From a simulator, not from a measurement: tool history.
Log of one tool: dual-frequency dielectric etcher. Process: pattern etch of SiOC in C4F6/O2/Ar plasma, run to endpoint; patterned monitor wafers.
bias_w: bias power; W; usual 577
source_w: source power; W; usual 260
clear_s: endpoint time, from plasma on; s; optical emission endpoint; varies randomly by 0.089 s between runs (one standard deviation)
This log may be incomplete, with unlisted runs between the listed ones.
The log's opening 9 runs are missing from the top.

run	day	bias_w	source_w	incoming incoming film thickness, nm	clear_s
10	9.467	618	280	30.61	10.7
11	10.2	618	280	30.46	10.7
# day 10.479: source power generator calibrated
12	11.058	692	260	30.54	10.2
13	12.388	450	260	30.4	12.9
14	13.096	531	230	30.49	12.6
15	14.125	577	260	30.01	11.1
16	15.083	626	260	30.27	10.8
17	16.317	577	260	30.72	11.6
# day 16.579: bias power generator calibrated
18	17.604	577	220	30.22	12.1
19	18.996	633	210	30.41	11.8
# day 20.625: wet clean of the chamber
20	20.646	503	260	30.32	12.1
21	20.8	703	290	30.33	9.8
22	21.492	577	260	30.45	11.3
23	22.8	635	260	30.56	10.6
24	23.954	477	240	30.23	12.8
25	24.658	650	290	30.62	10.2
# day 26.496: upper electrode replaced
26	26.517	623	260	30.23	10.7

Run 27 has not been measured yet. What should we expect?
27	26.7	665	220	30.24	?

{"run 27": {"clear_s": 11.3}}
Were there no unlogged condition in the tool, this run, its random variation unchanged, would have produced clear_s 11.3 s.

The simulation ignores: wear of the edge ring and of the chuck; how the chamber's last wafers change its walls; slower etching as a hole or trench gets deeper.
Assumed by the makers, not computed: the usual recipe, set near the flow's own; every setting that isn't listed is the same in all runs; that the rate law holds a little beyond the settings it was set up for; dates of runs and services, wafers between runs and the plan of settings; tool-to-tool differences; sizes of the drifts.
